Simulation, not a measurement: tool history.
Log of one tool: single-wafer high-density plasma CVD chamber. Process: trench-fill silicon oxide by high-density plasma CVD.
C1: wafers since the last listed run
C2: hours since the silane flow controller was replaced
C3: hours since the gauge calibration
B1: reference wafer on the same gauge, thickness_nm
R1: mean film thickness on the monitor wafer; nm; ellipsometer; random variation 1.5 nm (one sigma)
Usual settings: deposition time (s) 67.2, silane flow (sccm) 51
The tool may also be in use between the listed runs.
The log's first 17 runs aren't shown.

-- hour=392.6 silane flow controller replaced
run 18 hour=397.8 | deposition_time_(s)=70.6 silane_flow_(sccm)=51 | C1=130 C2=5.2 C3=103.3 | B1=373.037 | R1=341.331
run 19 hour=421.5 | deposition_time_(s)=73.1 silane_flow_(sccm)=51 | C1=331 C2=28.9 C3=127 | B1=373.12 | R1=351.694
run 20 hour=446.6 | deposition_time_(s)=67.2 silane_flow_(sccm)=51 | C1=351 C2=54 C3=152.1 | B1=373.116 | R1=324.448
run 21 hour=466.6 | deposition_time_(s)=75.7 silane_flow_(sccm)=55 | C1=279 C2=74 C3=172.1 | B1=373.163 | R1=393.004
run 22 hour=488.5 | deposition_time_(s)=60.5 silane_flow_(sccm)=51 | C1=306 C2=95.9 C3=194 | B1=372.939 | R1=289.74
run 23 hour=518.4 | deposition_time_(s)=58.3 silane_flow_(sccm)=43 | C1=418 C2=125.8 C3=223.9 | B1=372.756 | R1=238.602
run 24 hour=552.1 | deposition_time_(s)=59.1 silane_flow_(sccm)=42 | C1=471 C2=159.5 C3=257.6 | B1=373.214 | R1=236.941
run 25 hour=568.5 | deposition_time_(s)=57.5 silane_flow_(sccm)=56 | C1=229 C2=175.9 C3=274 | B1=373.109 | R1=304.083
run 26 hour=595.9 | deposition_time_(s)=67.2 silane_flow_(sccm)=51 | C1=383 C2=203.3 C3=301.4 | B1=373.064 | R1=324.851
run 27 hour=623.8 | deposition_time_(s)=76.1 silane_flow_(sccm)=54 | C1=390 C2=231.2 C3=329.3 | B1=373.285 | R1=389.705
run 28 hour=656.1 | deposition_time_(s)=67.2 silane_flow_(sccm)=51 | C1=451 C2=263.5 C3=361.6 | B1=373.292 | R1=325.536

Run 29 comes next. What will it give?
run 29 hour=691.4 | deposition_time_(s)=72.6 silane_flow_(sccm)=60 | C1=493 C2=298.8 C3=396.9 | B1=? | R1=?

{"run 29": {"B1": 373.25, "R1": 412.263}}
Without the tool's hidden state the same run would have given R1 411.77 nm.
